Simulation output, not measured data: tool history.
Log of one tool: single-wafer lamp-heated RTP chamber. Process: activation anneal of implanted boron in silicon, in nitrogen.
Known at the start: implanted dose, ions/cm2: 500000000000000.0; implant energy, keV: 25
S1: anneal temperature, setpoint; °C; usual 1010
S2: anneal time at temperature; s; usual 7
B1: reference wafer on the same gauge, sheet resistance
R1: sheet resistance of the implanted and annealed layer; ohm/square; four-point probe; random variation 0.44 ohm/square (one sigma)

run 1 hour=0 | S1=1024 S2=7 | B1=211.98 | R1=211
-- hour=26 reflector plate cleaned
run 2 hour=54.6 | S1=1024 S2=7 | B1=211.93 | R1=211.1
run 3 hour=115.8 | S1=1024 S2=7 | B1=211.99 | R1=210.44
run 4 hour=210.6 | S1=1010 S2=7 | B1=212 | R1=211.77
run 5 hour=265.2 | S1=1010 S2=7 | B1=211.94 | R1=212.12
-- hour=319.3 pyrometer window cleaned and pyrometer calibrated
run 6 hour=344.1 | S1=1010 S2=4 | B1=212.03 | R1=215.88
run 7 hour=435 | S1=1010 S2=7 | B1=212 | R1=211.86
-- hour=468.6 reflector plate cleaned
run 8 hour=527.2 | S1=1010 S2=7 | B1=211.97 | R1=212.24
run 9 hour=616.6 | S1=1010 S2=7 | B1=212 | R1=211.63
-- hour=690.2 pyrometer window cleaned and pyrometer calibrated
run 10 hour=690.7 | S1=1010 S2=7 | B1=211.96 | R1=214.83
-- hour=862.4 gauge calibrated
-- hour=914.5 reflector plate cleaned
run 11 hour=993.4 | S1=1010 S2=7 | B1=211.97 | R1=212.3
run 12 hour=1032.5 | S1=1038 S2=7 | B1=212.1 | R1=209.37
run 13 hour=1082.2 | S1=999 S2=5 | B1=211.94 | R1=215.95
-- hour=1114.3 pyrometer window cleaned and pyrometer calibrated
run 14 hour=1173.6 | S1=1010 S2=6 | B1=212.05 | R1=215
-- hour=1270.3 reflector plate cleaned
run 15 hour=1440.4 | S1=1038 S2=9 | B1=211.99 | R1=208.57
-- hour=1515.2 pyrometer window cleaned and pyrometer calibrated
run 16 hour=1535.1 | S1=985 S2=4 | B1=211.97 | R1=230.73
run 17 hour=1577.8 | S1=994 S2=7 | B1=211.94 | R1=219.39
run 18 hour=1648.1 | S1=1023 S2=9 | B1=211.97 | R1=210.33
-- hour=1710.6 reflector plate cleaned
run 19 hour=1711.1 | S1=1038 S2=7 | B1=212.03 | R1=208.35
run 20 hour=1792.6 | S1=982 S2=9 | B1=212 | R1=221.42
-- hour=1867.9 pyrometer window cleaned and pyrometer calibrated
run 21 hour=1886.8 | S1=1010 S2=7 | B1=212.05 | R1=213.74
run 22 hour=1940.7 | S1=988 S2=7 | B1=212.03 | R1=223.08

Forecast each of these 3 alternatives for the next run:
run A hour=1941.1 | S1=1010 S2=7 | B1=? | R1=?
run B hour=1941.1 | S1=1010 S2=10 | B1=? | R1=?
run C hour=1941.1 | S1=991 S2=9 | B1=? | R1=?

run=A B1=211.91 R1=213.89
run=B B1=211.91 R1=212.88
run=C B1=211.91 R1=219.93
Without the tool's hidden state the same runs would have given:
run=A R1=215.72
run=B R1=214.52
run=C R1=224.3

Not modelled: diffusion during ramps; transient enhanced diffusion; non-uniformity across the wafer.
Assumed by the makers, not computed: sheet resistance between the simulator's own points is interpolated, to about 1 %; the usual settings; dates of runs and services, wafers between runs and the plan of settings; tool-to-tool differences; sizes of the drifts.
